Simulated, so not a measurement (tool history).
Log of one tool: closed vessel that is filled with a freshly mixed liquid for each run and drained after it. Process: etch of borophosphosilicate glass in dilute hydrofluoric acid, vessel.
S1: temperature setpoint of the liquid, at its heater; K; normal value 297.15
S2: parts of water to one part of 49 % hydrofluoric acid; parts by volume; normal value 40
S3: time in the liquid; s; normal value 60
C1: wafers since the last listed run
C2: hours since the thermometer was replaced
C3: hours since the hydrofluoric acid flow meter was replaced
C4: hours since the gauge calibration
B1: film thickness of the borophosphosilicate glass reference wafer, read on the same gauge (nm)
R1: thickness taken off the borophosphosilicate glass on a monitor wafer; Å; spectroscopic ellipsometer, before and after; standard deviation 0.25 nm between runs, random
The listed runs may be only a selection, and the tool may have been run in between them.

run 1 day=0 | S1=297.15 S2=40 S3=60 | C1=0 C2=2865.8 C3=1332.3 C4=145.7 | B1=50.02 | R1=1259
run 2 day=0.442 | S1=297.15 S2=40 S3=60 | C1=774 C2=2876.4 C3=1342.9 C4=156.3 | B1=50.03 | R1=1262.3
run 3 day=0.892 | S1=297.15 S2=40 S3=60 | C1=788 C2=2887.2 C3=1353.7 C4=167.1 | B1=49.97 | R1=1262.5
run 4 day=1.583 | S1=297.15 S2=40 S3=60 | C1=1212 C2=2903.8 C3=1370.3 C4=183.7 | B1=49.99 | R1=1260.4
run 5 day=2.171 | S1=297.15 S2=40 S3=60 | C1=1029 C2=2917.9 C3=1384.4 C4=197.8 | B1=49.98 | R1=1265.6
run 6 day=2.529 | S1=297.15 S2=40 S3=60 | C1=628 C2=2926.5 C3=1393 C4=206.4 | B1=50.02 | R1=1258.6
run 7 day=3.021 | S1=297.15 S2=40 S3=45 | C1=861 C2=2938.3 C3=1404.8 C4=218.2 | B1=50.02 | R1=946.6
-- day=3.179 gauge calibrated
run 8 day=3.633 | S1=297.15 S2=40 S3=45 | C1=1073 C2=2953 C3=1419.5 C4=10.9 | B1=49.99 | R1=946
-- day=4.217 thermometer replaced
run 9 day=4.371 | S1=300.15 S2=40 S3=60 | C1=1219 C2=3.7 C3=1437.2 C4=28.6 | B1=49.99 | R1=1273.7
run 10 day=5.038 | S1=294.15 S2=20 S3=45 | C1=1168 C2=19.7 C3=1453.2 C4=44.6 | B1=50.01 | R1=1531.4
-- day=5.588 hydrofluoric acid flow meter replaced
run 11 day=5.638 | S1=297.15 S2=45 S3=50 | C1=978 C2=34.1 C3=1.2 C4=59 | B1=50.03 | R1=906.9
run 12 day=5.921 | S1=297.15 S2=40 S3=60 | C1=496 C2=40.9 C3=8 C4=65.8 | B1=49.99 | R1=1227.2
run 13 day=6.404 | S1=295.65 S2=40 S3=60 | C1=847 C2=52.5 C3=19.6 C4=77.4 | B1=49.99 | R1=1156.5
run 14 day=6.792 | S1=301.65 S2=40 S3=40 | C1=679 C2=61.8 C3=28.9 C4=86.7 | B1=50.02 | R1=983.9
run 15 day=7.421 | S1=297.15 S2=40 S3=60 | C1=1102 C2=76.9 C3=44 C4=101.8 | B1=49.96 | R1=1229.1
run 16 day=7.988 | S1=292.15 S2=25 S3=35 | C1=993 C2=90.5 C3=57.6 C4=115.4 | B1=50.04 | R1=943
run 17 day=8.533 | S1=297.15 S2=40 S3=30 | C1=956 C2=103.6 C3=70.7 C4=128.5 | B1=50 | R1=613.1
run 18 day=9.017 | S1=294.15 S2=30 S3=60 | C1=847 C2=115.2 C3=82.3 C4=140.1 | B1=50 | R1=1456.3
run 19 day=9.342 | S1=301.65 S2=30 S3=75 | C1=569 C2=123 C3=90.1 C4=147.9 | B1=49.96 | R1=2477.3

What the log doesn't show, run by run:
gauge reads high (%): 0 on each run
H1: liquid hotter than its thermometer reads (K)
H2: hydrofluoric acid flow below the setpoint (%)
run=1 H1=2.76 H2=7.79
run=2 H1=2.76 H2=7.85
run=3 H1=2.77 H2=7.91
run=4 H1=2.79 H2=8
run=5 H1=2.8 H2=8.08
run=6 H1=2.81 H2=8.13
run=7 H1=2.82 H2=8.2
run=8 H1=2.83 H2=8.28
run=9 H1=0.125 H2=8.38
run=10 H1=0.139 H2=8.47
run=11 H1=0.152 H2=0.882
run=12 H1=0.158 H2=0.92
run=13 H1=0.168 H2=0.986
run=14 H1=0.177 H2=1.04
run=15 H1=0.19 H2=1.12
run=16 H1=0.202 H2=1.2
run=17 H1=0.214 H2=1.27
run=18 H1=0.224 H2=1.34
run=19 H1=0.231 H2=1.38
